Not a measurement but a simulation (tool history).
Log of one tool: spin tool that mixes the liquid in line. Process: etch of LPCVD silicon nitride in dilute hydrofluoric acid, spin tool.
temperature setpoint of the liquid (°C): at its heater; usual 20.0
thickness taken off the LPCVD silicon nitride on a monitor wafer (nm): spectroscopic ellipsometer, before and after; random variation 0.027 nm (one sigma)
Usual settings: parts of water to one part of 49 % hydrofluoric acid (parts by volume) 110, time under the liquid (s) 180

| run | hour | temperature setpoint of the liquid (°C) | parts of water to one part of 49 % hydrofluoric acid (parts by volume) | time under the liquid (s) | wafers since the last listed run | hours since the thermometer was replaced | hours since the hydrofluoric acid flow meter was replaced | hours since the gauge calibration | read-back film thickness of the LPCVD silicon nitride reference wafer, read on the same gauge (nm) | thickness taken off the LPCVD silicon nitride on a monitor wafer (nm) |
|---|---|---|---|---|---|---|---|---|---|---|
| 1 | 0.0 | 20.0 | 70 | 180 | 0 | 1348.9 | 293.3 | 101.0 | 49.961 | 0.833 |
| 2 | 27.4 | 20.0 | 70 | 180 | 188 | 1376.3 | 320.7 | 128.4 | 50.000 | 0.828 |
| 3 | 50.1 | 20.0 | 110 | 180 | 156 | 1399.0 | 343.4 | 151.1 | 50.001 | 0.544 |
| 4 | 77.0 | 20.0 | 110 | 180 | 185 | 1425.9 | 370.3 | 178.0 | 50.018 | 0.534 |
| 5 | 106.0 | 20.0 | 110 | 180 | 199 | 1454.9 | 399.3 | 207.0 | 50.036 | 0.529 |
| 6 | 136.4 | 24.0 | 130 | 180 | 209 | 1485.3 | 429.7 | 237.4 | 49.996 | 0.552 |
| 7 | 166.9 | 24.0 | 130 | 180 | 209 | 1515.8 | 460.2 | 267.9 | 49.981 | 0.597 |
| 8 | 186.4 | 24.0 | 130 | 180 | 134 | 1535.3 | 479.7 | 287.4 | 49.997 | 0.610 |
| 9 | 215.7 | 20.0 | 85 | 215 | 201 | 1564.6 | 509.0 | 316.7 | 49.967 | 0.738 |
| 10 | 243.5 | 20.0 | 85 | 215 | 191 | 1592.4 | 536.8 | 344.5 | 50.015 | 0.825 |
|  | 253.3 | gauge calibrated |
| 11 | 265.8 | 20.0 | 110 | 180 | 153 | 1614.7 | 559.1 | 12.5 | 50.024 | 0.536 |
| 12 | 294.0 | 20.0 | 110 | 180 | 194 | 1642.9 | 587.3 | 40.7 | 49.981 | 0.579 |
| 13 | 309.0 | 20.0 | 110 | 180 | 103 | 1657.9 | 602.3 | 55.7 | 50.051 | 0.481 |
| 14 | 336.9 | 20.0 | 110 | 180 | 192 | 1685.8 | 630.2 | 83.6 | 49.969 | 0.522 |
| 15 | 357.0 | 20.0 | 140 | 110 | 138 | 1705.9 | 650.3 | 103.7 | 50.026 | 0.239 |
| 16 | 383.7 | 22.0 | 155 | 125 | 183 | 1732.6 | 677.0 | 130.4 | 49.980 | 0.293 |
|  | 398.6 | thermometer replaced |
|  | 402.1 | hydrofluoric acid flow meter replaced |
| 17 | 411.4 | 20.0 | 65 | 125 | 176 | 12.8 | 9.3 | 158.1 | 49.991 | 0.574 |
| 18 | 426.2 | 20.0 | 110 | 180 | 101 | 27.6 | 24.1 | 172.9 | 50.030 | 0.490 |
| 19 | 458.3 | 17.0 | 65 | 135 | 220 | 59.7 | 56.2 | 205.0 | 49.986 | 0.541 |
| 20 | 479.9 | 20.0 | 145 | 260 | 148 | 81.3 | 77.8 | 226.6 | 50.000 | 0.603 |
| 21 | 493.9 | 20.0 | 90 | 140 | 96 | 95.3 | 91.8 | 240.6 | 50.002 | 0.493 |
| 22 | 529.4 | 20.0 | 110 | 180 | 244 | 130.8 | 127.3 | 276.1 | 50.000 | 0.520 |
| 23 | 545.2 | 20.0 | 110 | 180 | 108 | 146.6 | 143.1 | 291.9 | 49.974 | 0.511 |
| 24 | 578.0 | 20.0 | 110 | 180 | 225 | 179.4 | 175.9 | 324.7 | 49.986 | 0.515 |
|  | 596.8 | gauge calibrated |
| 25 | 602.3 | 20.0 | 165 | 180 | 167 | 203.7 | 200.2 | 5.5 | 50.027 | 0.344 |
| 26 | 634.7 | 24.0 | 95 | 280 | 222 | 236.1 | 232.6 | 37.9 | 50.001 | 1.179 |
| 27 | 650.8 | 18.5 | 135 | 85 | 110 | 252.2 | 248.7 | 54.0 | 49.977 | 0.177 |
| 28 | 682.3 | 20.0 | 110 | 265 | 216 | 283.7 | 280.2 | 85.5 | 50.008 | 0.789 |

3 ways to go on from here, each from the tool as it stands after run 28. What would each give?
| A | 682.8 | 24.5 | 110 | 180 | 3 | 284.2 | 280.7 | 86.0 | ? | ? |
| B | 682.8 | 18.5 | 140 | 125 | 3 | 284.2 | 280.7 | 86.0 | ? | ? |
| C | 682.8 | 20.0 | 80 | 235 | 3 | 284.2 | 280.7 | 86.0 | ? | ? |

| run | read-back film thickness of the LPCVD silicon nitride reference wafer, read on the same gauge (nm) | thickness taken off the LPCVD silicon nitride on a monitor wafer (nm) |
|---|---|---|
| A | 50.012 | 0.728 |
| B | 50.012 | 0.268 |
| C | 50.012 | 0.961 |
Without the tool's hidden state the same runs would have given:
| run | thickness taken off the LPCVD silicon nitride on a monitor wafer (nm) |
|---|---|
| A | 0.728 |
| B | 0.268 |
| C | 0.961 |

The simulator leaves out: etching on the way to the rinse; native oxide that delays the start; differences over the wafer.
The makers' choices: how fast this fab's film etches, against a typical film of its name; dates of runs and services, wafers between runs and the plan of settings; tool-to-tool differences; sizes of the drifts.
